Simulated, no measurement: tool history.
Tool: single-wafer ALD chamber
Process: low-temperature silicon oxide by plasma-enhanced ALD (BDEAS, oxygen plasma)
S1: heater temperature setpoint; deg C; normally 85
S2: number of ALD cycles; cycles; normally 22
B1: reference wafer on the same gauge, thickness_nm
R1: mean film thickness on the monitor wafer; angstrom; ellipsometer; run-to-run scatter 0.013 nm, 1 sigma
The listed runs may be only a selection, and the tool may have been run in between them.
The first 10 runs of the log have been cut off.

run 11 day=31.500 | S1=85 S2=22 | B1=2.919 | R1=35.25
run 12 day=33.396 | S1=85 S2=22 | B1=2.920 | R1=35.24
run 13 day=36.704 | S1=85 S2=22 | B1=2.921 | R1=35.15
run 14 day=42.783 | S1=85 S2=22 | B1=2.921 | R1=35.41
run 15 day=47.154 | S1=82 S2=22 | B1=2.918 | R1=35.50
run 16 day=50.367 | S1=85 S2=22 | B1=2.922 | R1=35.53
run 17 day=53.271 | S1=85 S2=22 | B1=2.917 | R1=35.41
run 18 day=57.192 | S1=85 S2=22 | B1=2.921 | R1=35.40
-- day=58.300 thermocouple changed; heater temperature recalibrated
run 19 day=60.729 | S1=85 S2=22 | B1=2.921 | R1=34.87
run 20 day=66.871 | S1=88 S2=22 | B1=2.918 | R1=34.58
run 21 day=69.558 | S1=88 S2=22 | B1=2.919 | R1=34.61
run 22 day=71.542 | S1=88 S2=22 | B1=2.920 | R1=34.79
run 23 day=73.317 | S1=85 S2=22 | B1=2.919 | R1=35.10
run 24 day=86.633 | S1=91 S2=19 | B1=2.919 | R1=29.70
run 25 day=90.096 | S1=85 S2=26 | B1=2.918 | R1=41.38
-- day=93.396 gauge calibrated
run 26 day=95.779 | S1=91 S2=21 | B1=2.920 | R1=32.68
run 27 day=98.479 | S1=88 S2=22 | B1=2.915 | R1=34.56
run 28 day=101.642 | S1=78 S2=22 | B1=2.921 | R1=35.86

Estimate the outcome of run 29 from the log above:
run 29 day=111.471 | S1=79 S2=22 | B1=? | R1=?

B1: 2.920
R1: 35.66 angstrom
With no hidden state in the tool, this same run would have given R1 35.50 angstrom.
